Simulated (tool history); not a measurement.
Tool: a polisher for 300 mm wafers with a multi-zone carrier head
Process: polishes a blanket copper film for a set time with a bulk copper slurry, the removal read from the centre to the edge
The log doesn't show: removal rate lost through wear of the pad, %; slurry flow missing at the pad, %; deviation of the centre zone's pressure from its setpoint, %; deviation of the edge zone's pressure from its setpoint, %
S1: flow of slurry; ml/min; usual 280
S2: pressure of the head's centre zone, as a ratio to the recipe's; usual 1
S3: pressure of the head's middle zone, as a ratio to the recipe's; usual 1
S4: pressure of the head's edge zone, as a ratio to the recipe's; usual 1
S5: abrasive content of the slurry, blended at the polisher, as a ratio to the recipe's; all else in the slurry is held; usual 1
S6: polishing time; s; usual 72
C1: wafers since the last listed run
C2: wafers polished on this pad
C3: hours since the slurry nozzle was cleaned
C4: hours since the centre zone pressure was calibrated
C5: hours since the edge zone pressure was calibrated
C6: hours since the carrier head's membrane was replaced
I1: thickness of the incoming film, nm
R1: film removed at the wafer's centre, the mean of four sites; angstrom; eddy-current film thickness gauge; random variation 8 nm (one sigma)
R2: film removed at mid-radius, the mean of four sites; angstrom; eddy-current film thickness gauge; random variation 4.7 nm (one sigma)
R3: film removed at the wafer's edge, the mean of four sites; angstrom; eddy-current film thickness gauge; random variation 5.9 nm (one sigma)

Run 1, hour 0: usual settings but S4 1.09; C1 0; C2 1486; C3 625.2; C4 547.9; C5 286.6; C6 599; I1 3964.9. Result: R1 5982 angstrom, R2 6143 angstrom, R3 6423 angstrom.
At hour 22.3: slurry nozzle cleaned.
Run 2, hour 28.4: usual settings but S4 1.07; C1 160; C2 1646; C3 6.1; C4 576.3; C5 315; C6 627.4; I1 3948.7. Result: R1 6729 angstrom, R2 6874 angstrom, R3 6756 angstrom.
At hour 47.5: worn pad replaced by a new one.
Run 3, hour 69.6: usual settings but S4 1.07; C1 217; C2 129; C3 47.3; C4 617.5; C5 356.2; C6 668.6; I1 4015.9. Result: R1 6624 angstrom, R2 6749 angstrom, R3 6927 angstrom.
Run 4, hour 129: usual settings but S4 1.07; C1 347; C2 476; C3 106.7; C4 676.9; C5 415.6; C6 728; I1 3985.7. Result: R1 6543 angstrom, R2 6822 angstrom, R3 6877 angstrom.
Run 5, hour 200.7: usual settings; C1 419; C2 895; C3 178.4; C4 748.6; C5 487.3; C6 799.7; I1 3996. Result: R1 6672 angstrom, R2 6751 angstrom, R3 6532 angstrom.
Run 6, hour 262: usual settings but S3 1.08, S6 90 s; C1 358; C2 1253; C3 239.7; C4 809.9; C5 548.6; C6 861; I1 4006.5. Result: R1 8304 angstrom, R2 9110 angstrom, R3 8145 angstrom.
Run 7, hour 310.7: usual settings but S2 1.09; C1 284; C2 1538; C3 288.4; C4 858.6; C5 597.3; C6 909.7; I1 4019.8. Result: R1 7000 angstrom, R2 6770 angstrom, R3 6677 angstrom.
At hour 334.5: edge zone pressure recalibrated.
At hour 349.6: carrier head's membrane replaced by a new one.
At hour 365: worn pad replaced by a new one.
Run 8, hour 365.4: usual settings but S2 1.07, S3 1.06, S5 1.1; C1 255; C2 2; C3 343.1; C4 913.3; C5 30.9; C6 15.8; I1 4118.8. Result: R1 7033 angstrom, R2 7121 angstrom, R3 6549 angstrom.
Run 9, hour 408.7: usual settings but S2 1.1, S3 1.05, S4 0.92, S5 0.85; C1 253; C2 255; C3 386.4; C4 956.6; C5 74.2; C6 59.1; I1 4010.1. Result: R1 6824 angstrom, R2 6811 angstrom, R3 6047 angstrom.
Run 10, hour 436.2: usual settings but S6 51 s; C1 160; C2 416; C3 413.9; C4 984.1; C5 101.7; C6 86.6; I1 4060.7. Result: R1 4679 angstrom, R2 4751 angstrom, R3 4571 angstrom.
Run 11, hour 503.7: usual settings but S4 0.92, S6 88 s; C1 394; C2 810; C3 481.4; C4 1051.6; C5 169.2; C6 154.1; I1 4095.9. Result: R1 7782 angstrom, R2 8045 angstrom, R3 7464 angstrom.
At hour 555.7: slurry nozzle cleaned.
Run 12, hour 561.2: usual settings but S1 325 ml/min, S4 0.91, S6 95 s; C1 330; C2 1141; C3 5.5; C4 1109.1; C5 226.7; C6 211.6; I1 4038.4. Result: R1 8793 angstrom, R2 9146 angstrom, R3 8511 angstrom.
Run 13, hour 606.5: usual settings; C1 264; C2 1405; C3 50.8; C4 1154.4; C5 272; C6 256.9; I1 4069.2. Result: R1 6715 angstrom, R2 6746 angstrom, R3 6669 angstrom.
At hour 639.4: centre zone pressure recalibrated.
Run 14, hour 663.5: usual settings but S2 0.94, S3 1.08; C1 321; C2 1727; C3 107.8; C4 24.1; C5 329; C6 313.9; I1 4081.6. Result: R1 6230 angstrom, R2 7316 angstrom, R3 6599 angstrom.
At hour 673.1: worn pad replaced by a new one.
Run 15, hour 690.6: usual settings but S4 0.92, S5 1.1; C1 135; C2 102; C3 134.9; C4 51.2; C5 356.1; C6 341; I1 3977.2. Result: R1 6810 angstrom, R2 6967 angstrom, R3 6324 angstrom.
Run 16, hour 745.6: usual settings; C1 321; C2 423; C3 189.9; C4 106.2; C5 411.1; C6 396; I1 4051.7. Result: R1 6555 angstrom, R2 6776 angstrom, R3 6657 angstrom.
Run 17, hour 771.2: usual settings but S1 195 ml/min, S3 1.07; C1 149; C2 573; C3 215.5; C4 131.8; C5 436.7; C6 421.6; I1 4067.5. Result: R1 6155 angstrom, R2 6901 angstrom, R3 6374 angstrom.
Run 18, hour 823.6: usual settings; C1 306; C2 879; C3 267.9; C4 184.2; C5 489.1; C6 474; I1 4079.5. Result: R1 6570 angstrom, R2 6732 angstrom, R3 6593 angstrom.
At hour 844.5: edge zone pressure recalibrated.
Run 19, hour 951.5: usual settings; C1 735; C2 1615; C3 395.8; C4 312.1; C5 107; C6 601.9; I1 4093. Result: R1 6416 angstrom, R2 6563 angstrom, R3 6486 angstrom.

The next listed run, before its measurement:
At hour 960.3: worn pad replaced by a new one.
Run 20, hour 999.6: usual settings; C1 257; C2 229; C3 443.9; C4 360.2; C5 155.1; C6 650; I1 4068.3. Result: R1 ?, R2 ?, R3 ?.

Run 20 gave R1 6418 angstrom, R2 6629 angstrom, R3 6413 angstrom.
Without the tool's hidden state the same run would have given R1 6675 angstrom, R2 6868 angstrom, R3 6587 angstrom.

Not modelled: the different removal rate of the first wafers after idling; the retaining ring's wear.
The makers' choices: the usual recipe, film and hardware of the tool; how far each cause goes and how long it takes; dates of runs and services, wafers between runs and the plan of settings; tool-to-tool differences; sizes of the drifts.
